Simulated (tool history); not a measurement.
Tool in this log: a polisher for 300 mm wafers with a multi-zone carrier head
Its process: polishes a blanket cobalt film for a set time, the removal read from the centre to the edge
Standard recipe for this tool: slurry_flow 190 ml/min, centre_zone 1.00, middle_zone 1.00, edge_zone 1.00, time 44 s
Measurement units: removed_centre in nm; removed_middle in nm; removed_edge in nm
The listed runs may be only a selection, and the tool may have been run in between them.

run,hour,slurry_flow,centre_zone,middle_zone,edge_zone,time,"incoming thickness of the incoming film, nm",removed_centre,removed_middle,removed_edge
1,0.0,190,1.00,1.00,1.00,44,821.1,275.1,285.4,288.3
2,64.5,190,1.00,1.00,1.00,44,826.3,268.0,294.0,284.3
3,129.1,190,1.00,1.00,1.00,44,826.3,269.3,285.7,286.8
# hour 137.3: slurry nozzle cleaned
# hour 152.9: centre zone pressure recalibrated
4,168.6,190,1.00,1.00,1.00,38,815.8,218.3,245.6,248.6
# hour 197.2: edge zone pressure recalibrated
5,237.1,190,1.00,1.00,1.00,38,838.5,213.7,252.0,245.7
# hour 274.9: worn pad replaced by a new one
6,288.7,190,1.00,1.00,1.00,44,821.8,251.5,290.9,290.2
# hour 329.2: centre zone pressure recalibrated, repeated, since the last time left the tool worse
7,347.5,190,1.00,1.00,1.00,44,828.4,288.2,298.0,285.3
8,399.0,190,1.08,1.00,1.00,44,831.9,304.5,288.8,290.9
9,432.4,245,1.00,1.00,0.90,44,821.3,294.3,296.9,280.6
10,501.0,255,1.00,1.00,1.00,44,831.8,291.1,302.4,297.4
11,528.7,190,1.00,1.00,1.00,44,815.6,288.6,293.1,288.9
# hour 541.6: edge zone pressure recalibrated
# hour 570.2: worn pad replaced by a new one
12,584.3,190,1.00,1.00,1.06,39,847.3,251.6,260.1,266.7
13,652.6,130,1.00,1.07,1.00,33,828.5,195.8,205.6,200.7
# hour 674.6: carrier head's membrane replaced by a new one
14,689.5,160,1.08,0.90,1.00,44,821.7,292.8,272.8,281.2
15,749.0,125,1.00,0.95,1.00,48,827.5,274.7,282.7,289.0
16,783.7,190,1.00,1.00,1.00,44,832.7,276.5,293.0,284.5
17,826.2,190,1.11,1.00,1.00,44,824.9,299.6,290.6,288.6
# hour 838.2: edge zone pressure recalibrated
# hour 855.5: worn pad replaced by a new one
18,856.5,190,1.00,0.90,0.92,36,824.4,225.2,227.3,224.2
# hour 864.6: slurry nozzle cleaned
19,900.3,130,1.00,1.07,1.00,33,835.0,186.3,210.3,205.1
20,947.5,155,1.00,1.00,1.00,44,832.0,259.9,285.0,272.0
# hour 981.7: centre zone pressure recalibrated
21,982.2,245,0.95,1.07,1.10,44,836.6,291.1,314.0,309.4
22,1007.3,190,1.00,1.00,1.00,32,820.6,211.1,209.0,209.2
23,1034.7,170,1.00,1.05,1.00,44,837.0,286.9,289.4,282.6

Consider 3 possible next runs. They are alternatives, not a sequence: every one starts from the tool as it was left by run 23. What does each give?
A,1035.1,190,1.00,0.95,1.00,44,836.4,?,?,?
B,1035.1,190,1.00,1.00,1.10,53,836.4,?,?,?
C,1035.1,190,1.00,1.05,1.05,49,836.4,?,?,?

run,removed_centre,removed_middle,removed_edge
A,283.3,286.9,281.0
B,341.4,353.6,353.0
C,315.7,334.4,319.5
Without the tool's unlogged condition, the same runs would have read:
run,removed_centre,removed_middle,removed_edge
A,283.9,286.9,281.0
B,342.0,353.6,353.0
C,316.3,334.4,319.5
